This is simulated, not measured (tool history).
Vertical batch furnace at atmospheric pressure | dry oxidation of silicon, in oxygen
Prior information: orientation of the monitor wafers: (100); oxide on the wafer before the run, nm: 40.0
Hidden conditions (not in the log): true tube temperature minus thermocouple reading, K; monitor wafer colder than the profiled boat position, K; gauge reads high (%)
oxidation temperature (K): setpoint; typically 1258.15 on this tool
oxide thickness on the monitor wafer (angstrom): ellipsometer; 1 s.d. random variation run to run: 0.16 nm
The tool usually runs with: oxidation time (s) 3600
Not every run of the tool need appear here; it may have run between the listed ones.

| run | hour | oxidation temperature (K) | oxidation time (s) | wafers since the last listed run | hours since the last temperature calibration | hours since the boat lift was adjusted | hours since the gauge calibration | read-back reference wafer on the same gauge, thickness | oxide thickness on the monitor wafer (angstrom) |
|---|---|---|---|---|---|---|---|---|---|
| 1 | 0.0 | 1258.15 | 3600 | 0 | 933.0 | 1587.0 | 902.5 | 57.95 | 678.5 |
| 2 | 165.8 | 1258.15 | 3600 | 3211 | 1098.8 | 1752.8 | 1068.3 | 57.91 | 673.0 |
| 3 | 222.8 | 1258.15 | 3600 | 1103 | 1155.8 | 1809.8 | 1125.3 | 57.92 | 674.7 |
| 4 | 247.2 | 1243.15 | 4350 | 472 | 1180.2 | 1834.2 | 1149.7 | 57.88 | 685.2 |
| 5 | 280.2 | 1258.15 | 3600 | 639 | 1213.2 | 1867.2 | 1182.7 | 57.88 | 671.3 |
|  | 284.9 | gauge calibrated |
| 6 | 326.1 | 1258.15 | 3600 | 888 | 1259.1 | 1913.1 | 41.2 | 57.90 | 672.8 |
| 7 | 375.5 | 1274.15 | 3600 | 956 | 1308.5 | 1962.5 | 90.6 | 57.94 | 727.3 |
| 8 | 421.8 | 1258.15 | 2730 | 896 | 1354.8 | 2008.8 | 136.9 | 57.88 | 613.0 |
| 9 | 483.1 | 1258.15 | 2730 | 1187 | 1416.1 | 2070.1 | 198.2 | 57.92 | 612.3 |
| 10 | 542.6 | 1258.15 | 2730 | 1152 | 1475.6 | 2129.6 | 257.7 | 57.92 | 616.2 |
| 11 | 581.3 | 1258.15 | 3600 | 749 | 1514.3 | 2168.3 | 296.4 | 57.86 | 676.5 |
| 12 | 650.3 | 1258.15 | 3600 | 1336 | 1583.3 | 2237.3 | 365.4 | 57.85 | 674.4 |
| 13 | 711.6 | 1258.15 | 3600 | 1187 | 1644.6 | 2298.6 | 426.7 | 57.87 | 676.6 |
| 14 | 756.6 | 1258.15 | 4200 | 871 | 1689.6 | 2343.6 | 471.7 | 57.88 | 713.7 |
| 15 | 796.4 | 1258.15 | 4200 | 770 | 1729.4 | 2383.4 | 511.5 | 57.91 | 711.9 |
| 16 | 866.0 | 1258.15 | 4200 | 1347 | 1799.0 | 2453.0 | 581.1 | 57.96 | 711.9 |
| 17 | 917.4 | 1258.15 | 4500 | 995 | 1850.4 | 2504.4 | 632.5 | 57.88 | 730.2 |
| 18 | 954.2 | 1258.15 | 4500 | 712 | 1887.2 | 2541.2 | 669.3 | 57.92 | 734.8 |
| 19 | 986.7 | 1272.15 | 4980 | 629 | 1919.7 | 2573.7 | 701.8 | 57.92 | 818.6 |
| 20 | 1034.1 | 1278.15 | 2670 | 918 | 1967.1 | 2621.1 | 749.2 | 57.84 | 657.4 |
| 21 | 1068.0 | 1258.15 | 3600 | 656 | 2001.0 | 2655.0 | 783.1 | 57.91 | 672.1 |
| 22 | 1113.1 | 1242.15 | 3600 | 873 | 2046.1 | 2700.1 | 828.2 | 57.95 | 636.9 |
| 23 | 1245.8 | 1272.15 | 4620 | 2570 | 2178.8 | 2832.8 | 960.9 | 57.91 | 792.0 |
| 24 | 1277.3 | 1272.15 | 4980 | 610 | 2210.3 | 2864.3 | 992.4 | 57.92 | 818.8 |
| 25 | 1308.5 | 1281.15 | 2070 | 604 | 2241.5 | 2895.5 | 1023.6 | 57.84 | 614.5 |
| 26 | 1346.6 | 1276.15 | 2850 | 737 | 2279.6 | 2933.6 | 1061.7 | 57.87 | 665.7 |
|  | 1387.1 | thermocouples replaced and temperature profile calibrated |
| 27 | 1387.6 | 1248.15 | 3060 | 329 | 0.5 | 2974.6 | 1102.7 | 57.88 | 615.5 |
|  | 1447.6 | gauge calibrated |
| 28 | 1448.2 | 1276.15 | 3600 | 1173 | 61.1 | 3035.2 | 0.6 | 57.94 | 728.1 |
|  | 1502.0 | boat lift adjusted |
| 29 | 1502.5 | 1258.15 | 3600 | 586 | 115.4 | 0.5 | 54.9 | 57.90 | 684.1 |
| 30 | 1527.0 | 1258.15 | 3600 | 474 | 139.9 | 25.0 | 79.4 | 57.86 | 680.6 |
| 31 | 1568.8 | 1258.15 | 3600 | 809 | 181.7 | 66.8 | 121.2 | 57.86 | 682.9 |
| 32 | 1593.0 | 1272.15 | 4980 | 468 | 205.9 | 91.0 | 145.4 | 57.86 | 828.6 |
| 33 | 1661.9 | 1274.15 | 4890 | 1334 | 274.8 | 159.9 | 214.3 | 57.89 | 834.4 |
| 34 | 1686.7 | 1233.15 | 2010 | 480 | 299.6 | 184.7 | 239.1 | 57.92 | 533.9 |
| 35 | 1731.3 | 1278.15 | 2370 | 863 | 344.2 | 229.3 | 283.7 | 57.89 | 641.6 |
| 36 | 1771.7 | 1240.15 | 5190 | 782 | 384.6 | 269.7 | 324.1 | 57.91 | 728.8 |
| 37 | 1838.9 | 1264.15 | 4830 | 1301 | 451.8 | 336.9 | 391.3 | 57.85 | 786.9 |
| 38 | 1880.0 | 1275.15 | 4770 | 795 | 492.9 | 378.0 | 432.4 | 57.89 | 829.2 |
| 39 | 1942.1 | 1258.15 | 2190 | 1202 | 555.0 | 440.1 | 494.5 | 57.91 | 579.6 |

Hidden state, per run?
true tube temperature minus thermocouple reading, K: 0 at every run
gauge reads high (%): 0 at every run
H1: monitor wafer colder than the profiled boat position, K
| run | H1 |
|---|---|
| 1 | 1.99 |
| 2 | 2.19 |
| 3 | 2.25 |
| 4 | 2.28 |
| 5 | 2.32 |
| 6 | 2.38 |
| 7 | 2.43 |
| 8 | 2.49 |
| 9 | 2.56 |
| 10 | 2.63 |
| 11 | 2.68 |
| 12 | 2.76 |
| 13 | 2.83 |
| 14 | 2.88 |
| 15 | 2.93 |
| 16 | 3.01 |
| 17 | 3.07 |
| 18 | 3.11 |
| 19 | 3.15 |
| 20 | 3.21 |
| 21 | 3.25 |
| 22 | 3.3 |
| 23 | 3.46 |
| 24 | 3.49 |
| 25 | 3.53 |
| 26 | 3.58 |
| 27 | 3.62 |
| 28 | 3.7 |
| 29 | 0.294 |
| 30 | 0.323 |
| 31 | 0.372 |
| 32 | 0.401 |
| 33 | 0.482 |
| 34 | 0.511 |
| 35 | 0.563 |
| 36 | 0.611 |
| 37 | 0.69 |
| 38 | 0.738 |
| 39 | 0.811 |
